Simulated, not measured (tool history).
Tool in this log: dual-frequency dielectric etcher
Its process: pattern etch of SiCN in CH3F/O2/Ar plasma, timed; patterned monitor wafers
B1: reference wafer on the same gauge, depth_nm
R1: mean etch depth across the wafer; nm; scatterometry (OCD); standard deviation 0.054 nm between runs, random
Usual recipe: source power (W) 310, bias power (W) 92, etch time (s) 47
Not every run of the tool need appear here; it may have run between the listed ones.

{"run": 1, "hour": 0.0, "source power (W)": 310, "bias power (W)": 92, "etch time (s)": 47, "B1": 20.69, "R1": 18.13}
{"run": 2, "hour": 92.6, "source power (W)": 310, "bias power (W)": 92, "etch time (s)": 47, "B1": 20.72, "R1": 18.04}
{"run": 3, "hour": 166.8, "source power (W)": 310, "bias power (W)": 92, "etch time (s)": 47, "B1": 20.72, "R1": 18.02}
{"hour": 345.8, "done": "bias power generator calibrated"}
{"hour": 478.0, "done": "upper electrode replaced, of another model than before"}
{"hour": 479.4, "done": "wet clean of the chamber"}
{"run": 4, "hour": 479.9, "source power (W)": 310, "bias power (W)": 92, "etch time (s)": 47, "B1": 20.72, "R1": 18.41}
{"run": 5, "hour": 535.1, "source power (W)": 370, "bias power (W)": 92, "etch time (s)": 39, "B1": 20.7, "R1": 17.33}
{"run": 6, "hour": 633.0, "source power (W)": 370, "bias power (W)": 92, "etch time (s)": 39, "B1": 20.7, "R1": 17.19}
{"run": 7, "hour": 722.9, "source power (W)": 370, "bias power (W)": 92, "etch time (s)": 39, "B1": 20.69, "R1": 17.25}
{"run": 8, "hour": 781.2, "source power (W)": 380, "bias power (W)": 92, "etch time (s)": 47, "B1": 20.71, "R1": 21.07}
{"run": 9, "hour": 877.6, "source power (W)": 310, "bias power (W)": 92, "etch time (s)": 47, "B1": 20.7, "R1": 18.42}
{"run": 10, "hour": 969.1, "source power (W)": 310, "bias power (W)": 92, "etch time (s)": 47, "B1": 20.68, "R1": 18.28}
{"run": 11, "hour": 1010.4, "source power (W)": 350, "bias power (W)": 85, "etch time (s)": 47, "B1": 20.69, "R1": 19.46}
{"run": 12, "hour": 1067.3, "source power (W)": 310, "bias power (W)": 92, "etch time (s)": 47, "B1": 20.68, "R1": 18.38}
{"hour": 1121.3, "done": "wet clean of the chamber"}
{"run": 13, "hour": 1136.3, "source power (W)": 260, "bias power (W)": 92, "etch time (s)": 47, "B1": 20.7, "R1": 15.86}
{"run": 14, "hour": 1240.8, "source power (W)": 310, "bias power (W)": 78, "etch time (s)": 55, "B1": 20.69, "R1": 20.22}
{"hour": 1288.2, "done": "source power generator calibrated"}
{"run": 15, "hour": 1340.9, "source power (W)": 360, "bias power (W)": 103, "etch time (s)": 55, "B1": 20.68, "R1": 24.87}
{"run": 16, "hour": 1406.7, "source power (W)": 250, "bias power (W)": 104, "etch time (s)": 59, "B1": 20.66, "R1": 20.23}
{"hour": 1419.3, "done": "gauge calibrated"}
{"run": 17, "hour": 1501.4, "source power (W)": 310, "bias power (W)": 92, "etch time (s)": 47, "B1": 20.72, "R1": 18.29}
{"run": 18, "hour": 1548.8, "source power (W)": 240, "bias power (W)": 76, "etch time (s)": 53.5, "B1": 20.72, "R1": 15.55}
{"run": 19, "hour": 1622.8, "source power (W)": 310, "bias power (W)": 92, "etch time (s)": 47, "B1": 20.69, "R1": 18.37}
{"run": 20, "hour": 1706.7, "source power (W)": 260, "bias power (W)": 106, "etch time (s)": 47, "B1": 20.66, "R1": 16.74}

Run 21, settings as shown, results not yet in. Your forecast:
{"run": 21, "hour": 1813.1, "source power (W)": 310, "bias power (W)": 92, "etch time (s)": 47, "B1": "?", "R1": "?"}

{"run 21": {"B1": 20.68, "R1": 18.28}}
The same run, on a tool lacking any hidden state, would have yielded R1 18.36 nm.

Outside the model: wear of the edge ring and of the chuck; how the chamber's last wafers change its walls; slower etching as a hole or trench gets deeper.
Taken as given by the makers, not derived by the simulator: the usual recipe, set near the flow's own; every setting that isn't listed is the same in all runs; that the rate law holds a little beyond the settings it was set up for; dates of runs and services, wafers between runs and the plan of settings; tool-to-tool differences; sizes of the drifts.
